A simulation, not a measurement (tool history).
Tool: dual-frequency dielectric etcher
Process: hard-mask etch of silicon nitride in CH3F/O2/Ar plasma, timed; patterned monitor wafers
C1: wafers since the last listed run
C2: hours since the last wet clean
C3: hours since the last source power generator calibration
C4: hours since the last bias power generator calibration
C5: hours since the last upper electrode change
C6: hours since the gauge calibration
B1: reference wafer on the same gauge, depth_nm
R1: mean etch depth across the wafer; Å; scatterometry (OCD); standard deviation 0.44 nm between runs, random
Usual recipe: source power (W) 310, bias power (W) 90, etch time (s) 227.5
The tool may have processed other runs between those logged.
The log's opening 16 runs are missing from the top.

{"run": 17, "hour": 1211.4, "source power (W)": 310, "bias power (W)": 104, "etch time (s)": 204, "C1": 242, "C2": 196.2, "C3": 1056.7, "C4": 568.2, "C5": 309.3, "C6": 1074.9, "B1": 171.4, "R1": 1488}
{"run": 18, "hour": 1284.4, "source power (W)": 310, "bias power (W)": 90, "etch time (s)": 227.5, "C1": 269, "C2": 269.2, "C3": 1129.7, "C4": 641.2, "C5": 382.3, "C6": 1147.9, "B1": 171.4, "R1": 1526}
{"run": 19, "hour": 1381.6, "source power (W)": 310, "bias power (W)": 90, "etch time (s)": 197.5, "C1": 358, "C2": 366.4, "C3": 1226.9, "C4": 738.4, "C5": 479.5, "C6": 1245.1, "B1": 171.5, "R1": 1326}
{"run": 20, "hour": 1473.6, "source power (W)": 310, "bias power (W)": 90, "etch time (s)": 227.5, "C1": 339, "C2": 458.4, "C3": 1318.9, "C4": 830.4, "C5": 571.5, "C6": 1337.1, "B1": 171.8, "R1": 1544}
{"run": 21, "hour": 1534.5, "source power (W)": 310, "bias power (W)": 90, "etch time (s)": 227.5, "C1": 224, "C2": 519.3, "C3": 1379.8, "C4": 891.3, "C5": 632.4, "C6": 1398, "B1": 171.7, "R1": 1534}
{"run": 22, "hour": 1633.4, "source power (W)": 280, "bias power (W)": 90, "etch time (s)": 265.5, "C1": 365, "C2": 618.2, "C3": 1478.7, "C4": 990.2, "C5": 731.3, "C6": 1496.9, "B1": 171.9, "R1": 1759}
{"run": 23, "hour": 1699.9, "source power (W)": 340, "bias power (W)": 90, "etch time (s)": 204, "C1": 245, "C2": 684.7, "C3": 1545.2, "C4": 1056.7, "C5": 797.8, "C6": 1563.4, "B1": 172, "R1": 1399}
{"run": 24, "hour": 1759.9, "source power (W)": 310, "bias power (W)": 70, "etch time (s)": 266.5, "C1": 221, "C2": 744.7, "C3": 1605.2, "C4": 1116.7, "C5": 857.8, "C6": 1623.4, "B1": 172.1, "R1": 1555}
{"hour": 1853.1, "done": "wet clean of the chamber"}
{"run": 25, "hour": 1853.6, "source power (W)": 310, "bias power (W)": 90, "etch time (s)": 179, "C1": 257, "C2": 0.5, "C3": 1698.9, "C4": 1210.4, "C5": 951.5, "C6": 1717.1, "B1": 172.3, "R1": 1208}
{"run": 26, "hour": 1944.1, "source power (W)": 350, "bias power (W)": 108, "etch time (s)": 191, "C1": 334, "C2": 91, "C3": 1789.4, "C4": 1300.9, "C5": 1042, "C6": 1807.6, "B1": 172.5, "R1": 1467}
{"run": 27, "hour": 2042.1, "source power (W)": 310, "bias power (W)": 90, "etch time (s)": 227.5, "C1": 361, "C2": 189, "C3": 1887.4, "C4": 1398.9, "C5": 1140, "C6": 1905.6, "B1": 172.7, "R1": 1537}
{"run": 28, "hour": 2146.2, "source power (W)": 360, "bias power (W)": 101, "etch time (s)": 253, "C1": 384, "C2": 293.1, "C3": 1991.5, "C4": 1503, "C5": 1244.1, "C6": 2009.7, "B1": 172.6, "R1": 1884}
{"hour": 2219.5, "done": "bias power generator calibrated"}
{"run": 29, "hour": 2252.7, "source power (W)": 250, "bias power (W)": 108, "etch time (s)": 264, "C1": 378, "C2": 399.6, "C3": 2098, "C4": 33.2, "C5": 1350.6, "C6": 2116.2, "B1": 172.8, "R1": 1907}
{"run": 30, "hour": 2320.9, "source power (W)": 250, "bias power (W)": 90, "etch time (s)": 249.5, "C1": 251, "C2": 467.8, "C3": 2166.2, "C4": 101.4, "C5": 1418.8, "C6": 2184.4, "B1": 172.9, "R1": 1626}

Below are 3 alternative next runs, each starting from the tool's condition after run 30. Predict each:
{"run": "A", "hour": 2321.4, "source power (W)": 280, "bias power (W)": 90, "etch time (s)": 227.5, "C1": 1, "C2": 468.3, "C3": 2166.7, "C4": 101.9, "C5": 1419.3, "C6": 2184.9, "B1": "?", "R1": "?"}
{"run": "B", "hour": 2321.4, "source power (W)": 370, "bias power (W)": 80, "etch time (s)": 176.5, "C1": 1, "C2": 468.3, "C3": 2166.7, "C4": 101.9, "C5": 1419.3, "C6": 2184.9, "B1": "?", "R1": "?"}
{"run": "C", "hour": 2321.4, "source power (W)": 310, "bias power (W)": 90, "etch time (s)": 272.5, "C1": 1, "C2": 468.3, "C3": 2166.7, "C4": 101.9, "C5": 1419.3, "C6": 2184.9, "B1": "?", "R1": "?"}

run=A B1=172.9 R1=1514
run=B B1=172.9 R1=1165
run=C B1=172.9 R1=1852
With no hidden state in the tool, these same runs would have given:
run=A R1=1489
run=B R1=1145
run=C R1=1821
